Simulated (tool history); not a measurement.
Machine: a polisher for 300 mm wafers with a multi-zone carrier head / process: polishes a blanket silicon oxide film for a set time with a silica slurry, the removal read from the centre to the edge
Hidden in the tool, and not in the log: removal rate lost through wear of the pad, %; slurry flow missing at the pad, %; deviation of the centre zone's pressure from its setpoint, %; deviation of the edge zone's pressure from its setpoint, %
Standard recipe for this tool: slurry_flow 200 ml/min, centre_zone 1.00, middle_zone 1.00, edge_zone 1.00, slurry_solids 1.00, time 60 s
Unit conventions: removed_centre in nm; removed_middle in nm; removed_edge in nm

run   hour  slurry_flow  centre_zone  middle_zone  edge_zone  slurry_solids  time  wafers since the last listed run  wafers polished on this pad  hours since the slurry nozzle was cleaned  hours since the centre zone pressure was calibrated  hours since the edge zone pressure was calibrated  hours since the carrier head's membrane was replaced  incoming thickness of the incoming film, nm  removed_centre  removed_middle  removed_edge
  1    0.0          200         1.00         1.00       1.00           1.00    60                                 0                         1187                                      198.9                                                585.9                                              977.4                                                1155.0                                       1580.7           133.0           129.2         125.8
  2   24.8          200         1.00         1.00       1.00           1.00    60                               236                         1423                                      223.7                                                610.7                                             1002.2                                                1179.8                                       1563.6           128.4           127.4         124.2
  3   53.4          200         1.00         1.00       1.00           1.00    60                               272                         1695                                      252.3                                                639.3                                             1030.8                                                1208.4                                       1540.4           131.7           130.2         125.0
      92.2  -- worn pad replaced by a new one
  4  114.2          200         1.00         0.97       1.00           1.00    60                               540                          209                                      313.1                                                700.1                                             1091.6                                                1269.2                                       1521.0           130.1           123.6         124.1
  5  182.0          200         1.00         1.00       1.04           1.00    60                               645                          854                                      380.9                                                767.9                                             1159.4                                                1337.0                                       1545.1           129.2           126.0         126.4
  6  251.1          200         1.00         1.00       1.04           1.00    60                               657                         1512                                      450.0                                                837.0                                             1228.5                                                1406.1                                       1572.5           129.1           124.9         127.0
     298.5  -- worn pad replaced by a new one
  7  320.1          200         1.00         1.00       1.00           1.00    60                               618                          205                                      519.0                                                906.0                                             1297.5                                                1475.1                                       1552.2           126.7           123.3         123.0
  8  354.2          200         1.00         1.00       1.00           1.00    60                               324                          529                                      553.1                                                940.1                                             1331.6                                                1509.2                                       1536.0           126.7           123.4         120.9
     440.2  -- edge zone pressure recalibrated
     516.6  -- worn pad replaced by a new one
  9  518.3          200         1.00         1.00       1.00           1.00    60                              1504                           16                                      717.2                                               1104.2                                               78.1                                                1673.3                                       1540.2           121.9           119.5         118.5
     565.8  -- carrier head's membrane replaced by a new one
     570.1  -- centre zone pressure recalibrated
 10  583.0          200         0.95         1.00       1.05           1.10    75                               549                          565                                      781.9                                                 12.9                                              142.8                                                  17.2                                       1552.4           152.8           155.7         158.5
 11  627.9          200         1.00         1.00       1.00           1.00    60                               427                          993                                      826.8                                                 57.8                                              187.7                                                  62.1                                       1529.8           114.5           112.9         115.9
     655.0  -- slurry nozzle cleaned
     691.1  -- worn pad replaced by a new one
 12  691.6          200         1.00         1.00       0.95           1.00    60                               558                            4                                       36.6                                                121.5                                              251.4                                                 125.8                                       1532.9           132.3           126.4         121.9
 13  718.9          145         1.00         1.00       1.00           1.25    60                               259                          264                                       63.9                                                148.8                                              278.7                                                 153.1                                       1529.3           136.9           135.8         135.5
 14  759.5          140         1.00         1.00       1.00           1.00    67                               386                          651                                      104.5                                                189.4                                              319.3                                                 193.7                                       1548.9           134.9           133.3         132.7
 15  817.9          200         1.09         1.00       1.06           0.70    54                               555                         1207                                      162.9                                                247.8                                              377.7                                                 252.1                                       1537.6            93.8            87.4          88.6
     868.1  -- worn pad replaced by a new one
 16  868.6          200         1.00         1.00       1.00           1.00    60                               444                            4                                      213.6                                                298.5                                              428.4                                                 302.8                                       1557.3           130.3           126.2         124.6
 17  928.1          200         1.00         1.07       1.00           1.00    60                               566                          570                                      273.1                                                358.0                                              487.9                                                 362.3                                       1550.4           132.0           132.9         124.2
 18  968.4          200         1.00         1.04       1.00           1.00    45                               383                          954                                      313.4                                                398.3                                              528.2                                                 402.6                                       1526.0            95.3            95.9          94.4

3 options for the next run, each taken on its own from the tool as it stands now. Forecast them:
  A  968.8          200         1.00         1.00       1.00           1.00    67                                 3                          958                                      313.8                                                398.7                                              528.6                                                 403.0                                       1549.1               ?               ?             ?
  B  968.8          200         0.97         1.00       1.07           1.00    60                                 3                          958                                      313.8                                                398.7                                              528.6                                                 403.0                                       1549.1               ?               ?             ?
  C  968.8          200         0.92         1.00       1.00           1.00    60                                 3                          958                                      313.8                                                398.7                                              528.6                                                 403.0                                       1549.1               ?               ?             ?

run  removed_centre  removed_middle  removed_edge
  A           145.9           142.1         138.0
  B           127.7           127.3         127.3
  C           122.8           127.3         123.6
With no hidden state in the tool, these same runs would have given:
run  removed_centre  removed_middle  removed_edge
  A           147.8           143.8         139.2
  B           129.4           128.8         128.4
  C           124.5           128.8         124.6
